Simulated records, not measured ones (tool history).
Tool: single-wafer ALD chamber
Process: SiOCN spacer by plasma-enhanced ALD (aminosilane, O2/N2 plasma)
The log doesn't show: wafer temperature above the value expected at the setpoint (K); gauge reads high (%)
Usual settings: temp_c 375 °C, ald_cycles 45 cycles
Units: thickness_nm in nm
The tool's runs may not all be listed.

run,day,temp_c,ald_cycles,wafers since the last listed run,hours since the last thermocouple change,hours since the gauge calibration,"read-back reference wafer on the same gauge, thickness_nm",thickness_nm
1,0,375,45,0,2503.1,425.1,2.653,2.982
2,1.171,375,45,162,2531.2,453.2,2.654,2.947
3,2.567,375,45,193,2564.7,486.7,2.651,2.945
4,3.9,375,45,185,2596.7,518.7,2.649,2.962
5,6.162,375,45,314,2651,573,2.644,2.948
6,9.058,369,41,402,2720.5,642.5,2.635,2.66
# day 11.2: thermocouple changed; heater temperature recalibrated
7,11.221,369,41,253,0.5,694.4,2.626,2.668
8,13.404,369,41,303,52.9,746.8,2.618,2.667
9,14.588,385,45,164,81.3,775.2,2.613,2.924
10,17.225,375,45,366,144.6,838.5,2.602,2.907
# day 18.296: gauge calibrated
11,18.438,375,37,168,173.7,3.4,2.672,2.453
12,20.633,375,45,304,226.4,56.1,2.673,2.971
13,22.175,375,53,214,263.4,93.1,2.673,3.514
14,24.017,390,36,255,307.6,137.3,2.672,2.385
15,26.108,386,45,290,357.8,187.5,2.669,2.986
16,28.179,379,36,287,407.5,237.2,2.669,2.377
17,31.058,382,37,399,476.6,306.3,2.662,2.454
18,32.362,375,45,181,507.9,337.6,2.661,2.963
19,34.933,363,54,356,569.6,399.3,2.658,3.549
20,37.321,375,45,331,626.9,456.6,2.653,2.987

Hidden state at the last listed run before each entry between runs and at the first one after, where it differs:
Between runs 6 and 7: thermocouple changed; heater temperature recalibrated (day 11.2)
  gauge reads high (%): -1.77 -> -2.02
  measured less the result without the state, thickness_nm: -0.048 -> -0.055 nm
Between runs 10 and 11: gauge calibrated (day 18.296)
  gauge reads high (%): -2.84 -> -0.258
  measured less the result without the state, thickness_nm: -0.085 -> -0.007 nm
